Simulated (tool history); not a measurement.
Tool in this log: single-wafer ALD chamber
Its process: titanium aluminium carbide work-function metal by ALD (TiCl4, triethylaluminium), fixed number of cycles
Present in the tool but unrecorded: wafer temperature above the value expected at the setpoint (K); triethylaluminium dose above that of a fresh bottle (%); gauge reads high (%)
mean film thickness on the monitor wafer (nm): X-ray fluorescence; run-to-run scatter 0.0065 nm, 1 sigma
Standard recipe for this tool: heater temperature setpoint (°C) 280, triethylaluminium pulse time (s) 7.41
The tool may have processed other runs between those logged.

run,hour,heater temperature setpoint (°C),triethylaluminium pulse time (s),wafers since the last listed run,hours since the last thermocouple change,hours since the last triethylaluminium bottle change,hours since the showerhead was replaced,hours since the gauge calibration,"read-back reference wafer on the same gauge, thickness_nm",mean film thickness on the monitor wafer (nm)
1,0.0,280,8.88,0,1574.6,865.2,6109.3,1012.7,1.771,1.702
2,84.5,280,8.88,582,1659.1,949.7,6193.8,1097.2,1.768,1.721
3,184.2,280,8.88,687,1758.8,1049.4,6293.5,1196.9,1.770,1.716
4,232.5,284,7.41,333,1807.1,1097.7,6341.8,1245.2,1.769,1.667
5,316.5,284,7.41,579,1891.1,1181.7,6425.8,1329.2,1.769,1.661
6,361.2,280,7.41,308,1935.8,1226.4,6470.5,1373.9,1.769,1.649
7,443.8,280,7.41,569,2018.4,1309.0,6553.1,1456.5,1.770,1.634
8,503.8,280,7.41,413,2078.4,1369.0,6613.1,1516.5,1.770,1.627
# hour 518.5: gauge calibrated
9,562.3,280,7.41,403,2136.9,1427.5,6671.6,43.8,1.771,1.650
10,662.9,280,7.41,693,2237.5,1528.1,6772.2,144.4,1.771,1.626
# hour 709.2: showerhead replaced
# hour 745.9: thermocouple changed; heater temperature recalibrated
11,767.6,280,7.41,611,21.7,1632.8,58.4,249.1,1.769,1.647
12,851.2,285,9.11,576,105.3,1716.4,142.0,332.7,1.769,1.753
13,932.7,276,9.10,562,186.8,1797.9,223.5,414.2,1.771,1.679
# hour 954.1: triethylaluminium bottle replaced
14,977.1,268,7.41,251,231.2,23.0,267.9,458.6,1.770,1.543
15,1019.5,270,10.30,292,273.6,65.4,310.3,501.0,1.769,1.671
16,1095.9,270,6.04,526,350.0,141.8,386.7,577.4,1.769,1.458
17,1173.1,285,9.51,532,427.2,219.0,463.9,654.6,1.769,1.752
18,1250.3,274,9.29,532,504.4,296.2,541.1,731.8,1.770,1.685
19,1305.1,267,10.30,377,559.2,351.0,595.9,786.6,1.770,1.641
20,1346.7,276,9.10,286,600.8,392.6,637.5,828.2,1.771,1.681
21,1453.4,280,5.68,735,707.5,499.3,744.2,934.9,1.770,1.493

For each run, what was the tool's unlogged condition?
wafer temperature above the value expected at the setpoint (K): 0 across all the runs
triethylaluminium dose above that of a fresh bottle (%): 0 across all the runs
gauge reads high (%): 0 across all the runs

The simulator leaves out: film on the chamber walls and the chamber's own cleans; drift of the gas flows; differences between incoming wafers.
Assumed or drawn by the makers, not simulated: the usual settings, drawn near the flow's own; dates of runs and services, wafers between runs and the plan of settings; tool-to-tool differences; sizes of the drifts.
